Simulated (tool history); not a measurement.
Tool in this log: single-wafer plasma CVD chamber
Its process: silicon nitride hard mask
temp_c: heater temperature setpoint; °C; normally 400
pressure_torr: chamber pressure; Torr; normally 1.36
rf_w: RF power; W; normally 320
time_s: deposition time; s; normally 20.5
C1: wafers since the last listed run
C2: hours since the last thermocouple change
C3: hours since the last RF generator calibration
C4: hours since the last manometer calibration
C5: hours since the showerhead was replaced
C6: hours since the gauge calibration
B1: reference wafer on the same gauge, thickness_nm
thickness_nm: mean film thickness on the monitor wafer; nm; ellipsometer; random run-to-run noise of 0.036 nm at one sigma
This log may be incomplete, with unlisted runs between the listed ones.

run 1 hour=0.0 | temp_c=400 pressure_torr=1.36 rf_w=345 time_s=20.5 | C1=0 C2=1096.0 C3=1009.3 C4=1688.9 C5=6664.3 C6=198.5 | B1=20.196 | thickness_nm=23.721
run 2 hour=16.6 | temp_c=400 pressure_torr=1.36 rf_w=345 time_s=20.5 | C1=488 C2=1112.6 C3=1025.9 C4=1705.5 C5=6680.9 C6=215.1 | B1=20.200 | thickness_nm=23.754
run 3 hour=30.0 | temp_c=400 pressure_torr=1.36 rf_w=285 time_s=22.5 | C1=393 C2=1126.0 C3=1039.3 C4=1718.9 C5=6694.3 C6=228.5 | B1=20.201 | thickness_nm=23.258
run 4 hour=37.5 | temp_c=400 pressure_torr=1.36 rf_w=285 time_s=22.5 | C1=220 C2=1133.5 C3=1046.8 C4=1726.4 C5=6701.8 C6=236.0 | B1=20.192 | thickness_nm=23.247
run 5 hour=44.8 | temp_c=400 pressure_torr=1.36 rf_w=285 time_s=22.5 | C1=214 C2=1140.8 C3=1054.1 C4=1733.7 C5=6709.1 C6=243.3 | B1=20.205 | thickness_nm=23.214
-- hour=53.4 gauge calibrated
run 6 hour=54.7 | temp_c=393 pressure_torr=1.36 rf_w=320 time_s=20.5 | C1=291 C2=1150.7 C3=1064.0 C4=1743.6 C5=6719.0 C6=1.3 | B1=20.203 | thickness_nm=22.706
run 7 hour=62.7 | temp_c=393 pressure_torr=1.36 rf_w=320 time_s=20.5 | C1=235 C2=1158.7 C3=1072.0 C4=1751.6 C5=6727.0 C6=9.3 | B1=20.208 | thickness_nm=22.746
run 8 hour=104.0 | temp_c=393 pressure_torr=1.36 rf_w=320 time_s=20.5 | C1=1214 C2=1200.0 C3=1113.3 C4=1792.9 C5=6768.3 C6=50.6 | B1=20.211 | thickness_nm=22.720
run 9 hour=110.7 | temp_c=400 pressure_torr=1.36 rf_w=320 time_s=20.5 | C1=196 C2=1206.7 C3=1120.0 C4=1799.6 C5=6775.0 C6=57.3 | B1=20.193 | thickness_nm=22.634
-- hour=124.2 capacitance manometer re-zeroed and calibrated
run 10 hour=124.7 | temp_c=400 pressure_torr=1.59 rf_w=320 time_s=20.5 | C1=176 C2=1220.7 C3=1134.0 C4=0.5 C5=6789.0 C6=71.3 | B1=20.180 | thickness_nm=24.707
run 11 hour=133.5 | temp_c=400 pressure_torr=1.59 rf_w=320 time_s=20.5 | C1=258 C2=1229.5 C3=1142.8 C4=9.3 C5=6797.8 C6=80.1 | B1=20.211 | thickness_nm=24.656
run 12 hour=150.2 | temp_c=400 pressure_torr=1.59 rf_w=320 time_s=20.5 | C1=490 C2=1246.2 C3=1159.5 C4=26.0 C5=6814.5 C6=96.8 | B1=20.206 | thickness_nm=24.706
-- hour=160.2 RF generator calibrated
run 13 hour=164.1 | temp_c=400 pressure_torr=1.12 rf_w=295 time_s=20.5 | C1=173 C2=1260.1 C3=3.9 C4=39.9 C5=6828.4 C6=110.7 | B1=20.204 | thickness_nm=21.475
run 14 hour=179.9 | temp_c=400 pressure_torr=1.36 rf_w=350 time_s=17.1 | C1=464 C2=1275.9 C3=19.7 C4=55.7 C5=6844.2 C6=126.5 | B1=20.200 | thickness_nm=21.243
run 15 hour=194.3 | temp_c=400 pressure_torr=1.36 rf_w=320 time_s=20.5 | C1=423 C2=1290.3 C3=34.1 C4=70.1 C5=6858.6 C6=140.9 | B1=20.204 | thickness_nm=24.116
run 16 hour=204.0 | temp_c=386 pressure_torr=1.24 rf_w=260 time_s=17.8 | C1=285 C2=1300.0 C3=43.8 C4=79.8 C5=6868.3 C6=150.6 | B1=20.205 | thickness_nm=17.971
-- hour=222.2 showerhead replaced
run 17 hour=222.7 | temp_c=412 pressure_torr=1.56 rf_w=320 time_s=18.7 | C1=314 C2=1318.7 C3=62.5 C4=98.5 C5=0.5 C6=169.3 | B1=20.189 | thickness_nm=22.822
-- hour=233.5 thermocouple changed; heater temperature recalibrated
run 18 hour=252.9 | temp_c=391 pressure_torr=1.23 rf_w=320 time_s=23.8 | C1=652 C2=19.4 C3=92.7 C4=128.7 C5=30.7 C6=199.5 | B1=20.205 | thickness_nm=26.963
run 19 hour=259.9 | temp_c=406 pressure_torr=1.36 rf_w=285 time_s=24.4 | C1=205 C2=26.4 C3=99.7 C4=135.7 C5=37.7 C6=206.5 | B1=20.211 | thickness_nm=26.545
-- hour=263.6 gauge calibrated
run 20 hour=270.5 | temp_c=400 pressure_torr=1.36 rf_w=320 time_s=20.5 | C1=311 C2=37.0 C3=110.3 C4=146.3 C5=48.3 C6=6.9 | B1=20.195 | thickness_nm=23.951
run 21 hour=306.0 | temp_c=392 pressure_torr=1.56 rf_w=290 time_s=23.3 | C1=1043 C2=72.5 C3=145.8 C4=181.8 C5=83.8 C6=42.4 | B1=20.191 | thickness_nm=26.939
run 22 hour=315.1 | temp_c=411 pressure_torr=1.05 rf_w=300 time_s=20.5 | C1=267 C2=81.6 C3=154.9 C4=190.9 C5=92.9 C6=51.5 | B1=20.205 | thickness_nm=20.759
run 23 hour=330.0 | temp_c=400 pressure_torr=1.36 rf_w=280 time_s=19.1 | C1=438 C2=96.5 C3=169.8 C4=205.8 C5=107.8 C6=66.4 | B1=20.191 | thickness_nm=20.520
run 24 hour=341.9 | temp_c=406 pressure_torr=1.17 rf_w=260 time_s=17.8 | C1=349 C2=108.4 C3=181.7 C4=217.7 C5=119.7 C6=78.3 | B1=20.203 | thickness_nm=17.261
run 25 hour=349.2 | temp_c=395 pressure_torr=1.03 rf_w=320 time_s=20.5 | C1=214 C2=115.7 C3=189.0 C4=225.0 C5=127.0 C6=85.6 | B1=20.204 | thickness_nm=21.519
run 26 hour=355.4 | temp_c=400 pressure_torr=1.36 rf_w=320 time_s=20.5 | C1=182 C2=121.9 C3=195.2 C4=231.2 C5=133.2 C6=91.8 | B1=20.198 | thickness_nm=23.764

Each row is a separate what-if for the run after 26, all from the same tool condition, not one after another. Results?
run A hour=355.8 | temp_c=400 pressure_torr=1.36 rf_w=320 time_s=24.3 | C1=11 C2=122.3 C3=195.6 C4=231.6 C5=133.6 C6=92.2 | B1=? | thickness_nm=?
run B hour=355.8 | temp_c=404 pressure_torr=1.36 rf_w=380 time_s=18.1 | C1=11 C2=122.3 C3=195.6 C4=231.6 C5=133.6 C6=92.2 | B1=? | thickness_nm=?
run C hour=355.8 | temp_c=392 pressure_torr=1.10 rf_w=290 time_s=24.2 | C1=11 C2=122.3 C3=195.6 C4=231.6 C5=133.6 C6=92.2 | B1=? | thickness_nm=?
run D hour=355.8 | temp_c=400 pressure_torr=1.46 rf_w=320 time_s=20.5 | C1=11 C2=122.3 C3=195.6 C4=231.6 C5=133.6 C6=92.2 | B1=? | thickness_nm=?
run E hour=355.8 | temp_c=400 pressure_torr=1.68 rf_w=270 time_s=19.3 | C1=11 C2=122.3 C3=195.6 C4=231.6 C5=133.6 C6=92.2 | B1=? | thickness_nm=?

run=A B1=20.203 thickness_nm=28.141
run=B B1=20.203 thickness_nm=23.104
run=C B1=20.203 thickness_nm=24.517
run=D B1=20.203 thickness_nm=24.332
run=E B1=20.203 thickness_nm=21.671
Without the tool's unlogged condition, the same runs would have read:
run=A thickness_nm=28.624
run=B thickness_nm=23.483
run=C thickness_nm=24.952
run=D thickness_nm=24.749
run=E thickness_nm=22.064

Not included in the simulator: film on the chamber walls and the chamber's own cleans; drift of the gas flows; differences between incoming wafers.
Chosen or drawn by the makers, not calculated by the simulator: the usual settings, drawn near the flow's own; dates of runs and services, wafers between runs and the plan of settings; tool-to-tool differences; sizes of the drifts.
